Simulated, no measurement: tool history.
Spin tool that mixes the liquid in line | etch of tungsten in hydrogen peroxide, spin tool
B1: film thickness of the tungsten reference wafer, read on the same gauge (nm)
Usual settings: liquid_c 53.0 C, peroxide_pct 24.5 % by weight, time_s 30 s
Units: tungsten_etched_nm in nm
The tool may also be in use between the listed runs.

{"run": 1, "day": 0.0, "liquid_c": 53.0, "peroxide_pct": 22.5, "time_s": 30, "B1": 100.01, "tungsten_etched_nm": 52.15}
{"run": 2, "day": 0.525, "liquid_c": 53.0, "peroxide_pct": 24.5, "time_s": 30, "B1": 99.98, "tungsten_etched_nm": 54.24}
{"run": 3, "day": 1.2, "liquid_c": 53.0, "peroxide_pct": 24.5, "time_s": 30, "B1": 100.02, "tungsten_etched_nm": 54.08}
{"run": 4, "day": 1.638, "liquid_c": 50.0, "peroxide_pct": 30.0, "time_s": 30, "B1": 99.96, "tungsten_etched_nm": 49.92}
{"run": 5, "day": 2.062, "liquid_c": 58.0, "peroxide_pct": 20.5, "time_s": 30, "B1": 100.01, "tungsten_etched_nm": 66.85}
{"run": 6, "day": 2.454, "liquid_c": 45.0, "peroxide_pct": 24.5, "time_s": 30, "B1": 99.99, "tungsten_etched_nm": 33.08}
{"run": 7, "day": 2.908, "liquid_c": 48.5, "peroxide_pct": 18.0, "time_s": 40, "B1": 99.99, "tungsten_etched_nm": 47.19}
{"day": 3.354, "done": "thermometer replaced"}
{"run": 8, "day": 4.246, "liquid_c": 47.5, "peroxide_pct": 21.0, "time_s": 15, "B1": 99.99, "tungsten_etched_nm": 17.83}
{"day": 4.688, "done": "peroxide flow meter replaced"}
{"run": 9, "day": 4.825, "liquid_c": 53.0, "peroxide_pct": 24.5, "time_s": 15, "B1": 99.95, "tungsten_etched_nm": 27.05}
{"run": 10, "day": 5.329, "liquid_c": 53.0, "peroxide_pct": 22.0, "time_s": 20, "B1": 99.98, "tungsten_etched_nm": 34.05}
{"run": 11, "day": 5.638, "liquid_c": 57.0, "peroxide_pct": 24.5, "time_s": 40, "B1": 100.01, "tungsten_etched_nm": 91.15}
{"run": 12, "day": 6.0, "liquid_c": 53.0, "peroxide_pct": 24.5, "time_s": 30, "B1": 99.97, "tungsten_etched_nm": 54.08}
{"run": 13, "day": 6.346, "liquid_c": 53.0, "peroxide_pct": 20.5, "time_s": 45, "B1": 100.03, "tungsten_etched_nm": 73.61}
{"day": 6.579, "done": "heated supply line repaired"}
{"run": 14, "day": 6.65, "liquid_c": 53.0, "peroxide_pct": 24.5, "time_s": 30, "B1": 99.99, "tungsten_etched_nm": 53.94}
{"run": 15, "day": 7.154, "liquid_c": 61.0, "peroxide_pct": 29.5, "time_s": 25, "B1": 99.97, "tungsten_etched_nm": 78.39}
{"day": 7.425, "done": "new drum of peroxide connected"}
{"run": 16, "day": 7.542, "liquid_c": 44.0, "peroxide_pct": 21.0, "time_s": 40, "B1": 99.98, "tungsten_etched_nm": 39.12}
{"run": 17, "day": 8.038, "liquid_c": 53.0, "peroxide_pct": 24.5, "time_s": 50, "B1": 100.0, "tungsten_etched_nm": 91.97}
{"run": 18, "day": 8.342, "liquid_c": 53.0, "peroxide_pct": 24.5, "time_s": 30, "B1": 100.0, "tungsten_etched_nm": 55.34}
{"run": 19, "day": 8.712, "liquid_c": 58.0, "peroxide_pct": 17.5, "time_s": 20, "B1": 100.02, "tungsten_etched_nm": 41.58}
{"run": 20, "day": 9.029, "liquid_c": 53.0, "peroxide_pct": 24.5, "time_s": 30, "B1": 100.02, "tungsten_etched_nm": 54.75}
{"run": 21, "day": 9.488, "liquid_c": 53.0, "peroxide_pct": 24.5, "time_s": 30, "B1": 100.01, "tungsten_etched_nm": 54.96}
{"run": 22, "day": 10.233, "liquid_c": 57.0, "peroxide_pct": 24.5, "time_s": 30, "B1": 99.99, "tungsten_etched_nm": 70.0}
{"run": 23, "day": 10.617, "liquid_c": 49.5, "peroxide_pct": 30.0, "time_s": 50, "B1": 99.97, "tungsten_etched_nm": 81.71}
{"run": 24, "day": 11.354, "liquid_c": 53.0, "peroxide_pct": 24.5, "time_s": 30, "B1": 100.02, "tungsten_etched_nm": 54.68}
{"run": 25, "day": 12.025, "liquid_c": 53.0, "peroxide_pct": 24.5, "time_s": 30, "B1": 100.03, "tungsten_etched_nm": 54.63}
{"run": 26, "day": 12.612, "liquid_c": 53.0, "peroxide_pct": 30.0, "time_s": 15, "B1": 99.99, "tungsten_etched_nm": 30.39}

Some steps in tungsten_etched_nm between neighbouring runs. How much of each would the tool show without its hidden state too (settings, what came in, random variation), and how much is left for the hidden state, with any gauge scatter that isn't in both results?
The hidden state here: liquid hotter than its thermometer reads (K); peroxide flow below the setpoint (%); temperature lost on the way to the wafer (K); peroxide weaker than its label (%); gauge reads high (%).
Run 10 -> 11: liquid_c 53.0 -> 57.0, peroxide_pct 22.0 -> 24.5, time_s 20 -> 40. tungsten_etched_nm +57.10 nm: hidden state -1.28, all else +58.38.
Run 15 -> 16: liquid_c 61.0 -> 44.0, peroxide_pct 29.5 -> 21.0, time_s 25 -> 40, new drum of peroxide connected. tungsten_etched_nm -39.27 nm: hidden state +1.86, all else -41.13.
Run 16 -> 17: liquid_c 44.0 -> 53.0, peroxide_pct 21.0 -> 24.5, time_s 40 -> 50. tungsten_etched_nm +52.85 nm: hidden state -0.07, all else +52.92.
